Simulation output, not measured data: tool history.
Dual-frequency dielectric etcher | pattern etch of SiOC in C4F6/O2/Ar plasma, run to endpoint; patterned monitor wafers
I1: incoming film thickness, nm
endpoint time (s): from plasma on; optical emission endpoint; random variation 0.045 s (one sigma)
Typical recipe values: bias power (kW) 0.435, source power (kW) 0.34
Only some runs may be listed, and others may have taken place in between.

{"run": 1, "hour": 0.0, "bias power (kW)": 0.435, "source power (kW)": 0.29, "I1": 38.8, "endpoint time (s)": 14.1}
{"run": 2, "hour": 141.2, "bias power (kW)": 0.435, "source power (kW)": 0.29, "I1": 38.76, "endpoint time (s)": 14.3}
{"run": 3, "hour": 181.2, "bias power (kW)": 0.435, "source power (kW)": 0.29, "I1": 38.74, "endpoint time (s)": 14.2}
{"run": 4, "hour": 238.7, "bias power (kW)": 0.435, "source power (kW)": 0.34, "I1": 39.43, "endpoint time (s)": 13.7}
{"run": 5, "hour": 293.6, "bias power (kW)": 0.435, "source power (kW)": 0.34, "I1": 38.81, "endpoint time (s)": 13.6}
{"run": 6, "hour": 352.5, "bias power (kW)": 0.435, "source power (kW)": 0.34, "I1": 39.11, "endpoint time (s)": 13.8}
{"hour": 409.6, "done": "wet clean of the chamber"}
{"run": 7, "hour": 410.1, "bias power (kW)": 0.435, "source power (kW)": 0.4, "I1": 39.16, "endpoint time (s)": 12.3}
{"run": 8, "hour": 414.8, "bias power (kW)": 0.435, "source power (kW)": 0.34, "I1": 38.78, "endpoint time (s)": 13}
{"hour": 448.4, "done": "upper electrode replaced"}
{"run": 9, "hour": 451.9, "bias power (kW)": 0.435, "source power (kW)": 0.34, "I1": 39.02, "endpoint time (s)": 13.2}
{"run": 10, "hour": 506.8, "bias power (kW)": 0.435, "source power (kW)": 0.34, "I1": 39.04, "endpoint time (s)": 13.3}
{"run": 11, "hour": 572.5, "bias power (kW)": 0.359, "source power (kW)": 0.34, "I1": 39.23, "endpoint time (s)": 14}
{"run": 12, "hour": 643.1, "bias power (kW)": 0.359, "source power (kW)": 0.34, "I1": 38.77, "endpoint time (s)": 14}
{"run": 13, "hour": 673.3, "bias power (kW)": 0.359, "source power (kW)": 0.34, "I1": 38.76, "endpoint time (s)": 14}
{"run": 14, "hour": 715.3, "bias power (kW)": 0.391, "source power (kW)": 0.34, "I1": 38.95, "endpoint time (s)": 13.8}
{"hour": 770.4, "done": "source power generator calibrated"}
{"run": 15, "hour": 783.6, "bias power (kW)": 0.435, "source power (kW)": 0.27, "I1": 38.93, "endpoint time (s)": 14.7}
{"run": 16, "hour": 851.5, "bias power (kW)": 0.435, "source power (kW)": 0.34, "I1": 38.94, "endpoint time (s)": 13.6}
{"hour": 866.2, "done": "bias power generator calibrated"}
{"run": 17, "hour": 895.6, "bias power (kW)": 0.435, "source power (kW)": 0.34, "I1": 38.95, "endpoint time (s)": 13.7}
{"run": 18, "hour": 947.5, "bias power (kW)": 0.379, "source power (kW)": 0.29, "I1": 38.69, "endpoint time (s)": 15}
{"hour": 975.2, "done": "wet clean of the chamber"}
{"run": 19, "hour": 1017.8, "bias power (kW)": 0.481, "source power (kW)": 0.41, "I1": 38.84, "endpoint time (s)": 11.9}
{"run": 20, "hour": 1051.1, "bias power (kW)": 0.395, "source power (kW)": 0.39, "I1": 38.8, "endpoint time (s)": 12.8}
{"run": 21, "hour": 1086.8, "bias power (kW)": 0.383, "source power (kW)": 0.36, "I1": 38.42, "endpoint time (s)": 13.2}
{"run": 22, "hour": 1127.5, "bias power (kW)": 0.514, "source power (kW)": 0.41, "I1": 39.11, "endpoint time (s)": 11.9}
{"run": 23, "hour": 1162.9, "bias power (kW)": 0.435, "source power (kW)": 0.34, "I1": 39.27, "endpoint time (s)": 13.4}
{"run": 24, "hour": 1233.5, "bias power (kW)": 0.543, "source power (kW)": 0.3, "I1": 38.86, "endpoint time (s)": 13.2}
{"run": 25, "hour": 1260.7, "bias power (kW)": 0.435, "source power (kW)": 0.34, "I1": 38.66, "endpoint time (s)": 13.4}
{"run": 26, "hour": 1301.4, "bias power (kW)": 0.337, "source power (kW)": 0.3, "I1": 38.85, "endpoint time (s)": 15.1}
{"run": 27, "hour": 1363.6, "bias power (kW)": 0.51, "source power (kW)": 0.38, "I1": 38.77, "endpoint time (s)": 12.5}
{"run": 28, "hour": 1412.0, "bias power (kW)": 0.481, "source power (kW)": 0.41, "I1": 38.82, "endpoint time (s)": 12.4}

What if the next run were any one of these 3? Each begins from the tool's condition after run 28:
{"run": "A", "hour": 1412.4, "bias power (kW)": 0.539, "source power (kW)": 0.34, "I1": 38.68, "endpoint time (s)": "?"}
{"run": "B", "hour": 1412.4, "bias power (kW)": 0.535, "source power (kW)": 0.31, "I1": 38.68, "endpoint time (s)": "?"}
{"run": "C", "hour": 1412.4, "bias power (kW)": 0.35, "source power (kW)": 0.34, "I1": 38.68, "endpoint time (s)": "?"}

run=A endpoint_time_(s)=12.7
run=B endpoint_time_(s)=13.2
run=C endpoint_time_(s)=14.3
Take away the tool's hidden state, keep each run's random variation, and the runs would have read:
run=A endpoint_time_(s)=12.2
run=B endpoint_time_(s)=12.7
run=C endpoint_time_(s)=13.7

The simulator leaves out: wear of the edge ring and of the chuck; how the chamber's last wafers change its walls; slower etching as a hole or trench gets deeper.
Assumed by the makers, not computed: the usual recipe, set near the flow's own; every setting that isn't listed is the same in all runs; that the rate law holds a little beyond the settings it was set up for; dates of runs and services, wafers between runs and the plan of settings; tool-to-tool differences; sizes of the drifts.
